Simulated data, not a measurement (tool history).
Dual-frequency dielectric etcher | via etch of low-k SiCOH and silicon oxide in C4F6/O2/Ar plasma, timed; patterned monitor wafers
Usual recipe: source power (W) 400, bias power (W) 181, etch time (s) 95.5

run	hour	source power (W)	bias power (W)	etch time (s)	read-back reference wafer on the same gauge, depth_nm	mean etch depth across the wafer (Å)
1	0	400	181	73	219.9	2103
2	24.8	400	181	95.5	220	2750
3	49.8	400	181	95.5	220.2	2758
4	64.1	400	181	95.5	220	2755
# hour 100.4: wet clean of the chamber
5	100.9	400	181	95.5	220.1	2715
6	115.4	400	181	95.5	220	2717
7	150.5	400	181	95.5	220	2717
# hour 188.3: source power generator calibrated
# hour 191.1: upper electrode replaced
8	191.6	320	181	95.5	219.9	2565
9	203.1	430	181	79.5	220	2322
10	218.7	370	181	109	220	3047
# hour 222.9: gauge calibrated
# hour 234.6: bias power generator calibrated
11	248.1	310	198	86	219.9	2371
12	261.2	400	181	95.5	220.1	2732
13	286.7	400	181	95.5	219.9	2736
14	313.6	300	204	108.5	220	3025

Consider 4 possible next runs. They are alternatives, not a sequence: every one starts from the tool as it was left by run 14. What does each give?
A	314	400	181	95.5	?	?
B	314	330	140	95.5	?	?
C	314	480	136	120	?	?
D	314	310	152	67.5	?	?

run	read-back reference wafer on the same gauge, depth_nm	mean etch depth across the wafer (Å)
A	220	2744
B	220	2329
C	220	3245
D	220	1674
What these runs would have given with no unlogged condition in the tool:
run	mean etch depth across the wafer (Å)
A	2708
B	2299
C	3203
D	1652
